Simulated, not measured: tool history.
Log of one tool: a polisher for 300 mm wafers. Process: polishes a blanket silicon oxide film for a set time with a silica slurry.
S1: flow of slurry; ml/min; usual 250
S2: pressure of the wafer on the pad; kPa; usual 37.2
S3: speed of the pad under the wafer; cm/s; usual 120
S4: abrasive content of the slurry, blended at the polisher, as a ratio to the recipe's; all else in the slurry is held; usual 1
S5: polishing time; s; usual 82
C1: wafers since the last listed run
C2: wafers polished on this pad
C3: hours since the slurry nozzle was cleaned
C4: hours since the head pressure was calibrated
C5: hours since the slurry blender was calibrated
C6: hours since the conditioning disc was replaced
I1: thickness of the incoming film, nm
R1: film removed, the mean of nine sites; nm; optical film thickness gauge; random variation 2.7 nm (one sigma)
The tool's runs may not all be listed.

run,hour,S1,S2,S3,S4,S5,C1,C2,C3,C4,C5,C6,I1,R1
1,0,250,37.2,120,1,82,0,95,294.1,160.2,29.4,195.8,1432.6,386.4
2,26.4,250,37.2,120,1,82,335,430,320.5,186.6,55.8,222.2,1428.1,390.1
3,48.5,275,37.2,120,1,93,280,711,342.6,208.7,77.9,244.3,1416,446.7
# hour 65.3: conditioning disc replaced and pad reconditioned
4,79.5,250,37.2,120,1,82,368,1080,373.6,239.7,108.9,14.2,1437.7,388
# hour 132.5: slurry nozzle cleaned
5,142.6,250,37.2,120,1,82,789,1869,10.1,302.8,172,77.3,1422.7,406.7
6,178.2,250,37.2,148,1,106,452,2321,45.7,338.4,207.6,112.9,1413.6,580.4
# hour 199.9: worn pad replaced by a new one
# hour 210.7: slurry blender recalibrated
# hour 263: head pressure recalibrated
7,283.4,250,49,120,1,82,1235,1010,150.9,20.4,72.7,218.1,1402.9,503.7
8,296.9,250,33.1,120,0.7,82,171,1182,164.4,33.9,86.2,231.6,1427.3,306.4
# hour 304.3: conditioning disc replaced and pad reconditioned
9,317.5,250,37.2,120,1,75,236,1418,185,54.5,106.8,13.2,1418,365.1
10,346.6,250,37.2,120,1,82,369,1788,214.1,83.6,135.9,42.3,1407.6,401.3
11,358.7,180,37.2,120,1,55,153,1942,226.2,95.7,148,54.4,1432.9,251.4
12,387.9,250,32.4,132,0.85,82,371,2313,255.4,124.9,177.2,83.6,1424.3,343.9
13,405,295,42.1,120,1,106,217,2530,272.5,142,194.3,100.7,1417.6,578.1
# hour 413.8: slurry blender recalibrated
# hour 428.6: worn pad replaced by a new one
14,440.4,250,25.5,100,1,82,373,150,307.9,177.4,26.6,136.1,1395.4,267.8
15,459.1,250,37.2,120,1,82,237,387,326.6,196.1,45.3,154.8,1419.9,391.7
16,493.3,250,49.6,94,0.85,82,434,822,360.8,230.3,79.5,189,1407.1,417.5
# hour 508.9: slurry nozzle cleaned
# hour 538.2: conditioning disc replaced and pad reconditioned
17,548.9,250,37.2,120,1,82,668,1490,40,285.9,135.1,10.7,1416,404.6
18,569.5,250,37.2,120,1,73,261,1752,60.6,306.5,155.7,31.3,1437.3,356.9
19,594.6,285,37.2,156,1,82,319,2071,85.7,331.6,180.8,56.4,1416,470.6
# hour 614.3: slurry blender recalibrated
# hour 645.6: worn pad replaced by a new one
20,649.6,320,32.4,158,1,55,622,50,140.7,386.6,35.3,111.4,1413.1,285.5
21,666.2,250,37.2,100,1,82,210,261,157.3,403.2,51.9,128,1388.7,361.9
22,682.5,305,37.2,120,0.8,82,207,468,173.6,419.5,68.2,144.3,1418.5,371.5
# hour 698.7: head pressure recalibrated
23,710.4,220,29,132,1,71,329,797,201.5,11.7,96.1,172.2,1433.3,285.3
24,726.5,250,32.4,120,1,65,204,1002,217.6,27.8,112.2,188.3,1424.3,283.6
25,749.4,325,37.2,120,1,105,291,1293,240.5,50.7,135.1,211.2,1433.5,527.7
26,773.1,250,37.2,120,1,82,301,1594,264.2,74.4,158.8,234.9,1448.7,398.2

3 ways to go on from here, each from the tool as it stands after run 26. What would each give?
A,773.5,250,37.2,120,1,82,5,1599,264.6,74.8,159.2,235.3,1392,?
B,773.5,185,33.8,102,1,58,5,1599,264.6,74.8,159.2,235.3,1392,?
C,773.5,340,37.2,120,1,82,5,1599,264.6,74.8,159.2,235.3,1392,?

run,R1
A,392.6
B,224.5
C,408.5
Without the tool's hidden state the same runs would have given:
run,R1
A,406.4
B,235.5
C,418.9

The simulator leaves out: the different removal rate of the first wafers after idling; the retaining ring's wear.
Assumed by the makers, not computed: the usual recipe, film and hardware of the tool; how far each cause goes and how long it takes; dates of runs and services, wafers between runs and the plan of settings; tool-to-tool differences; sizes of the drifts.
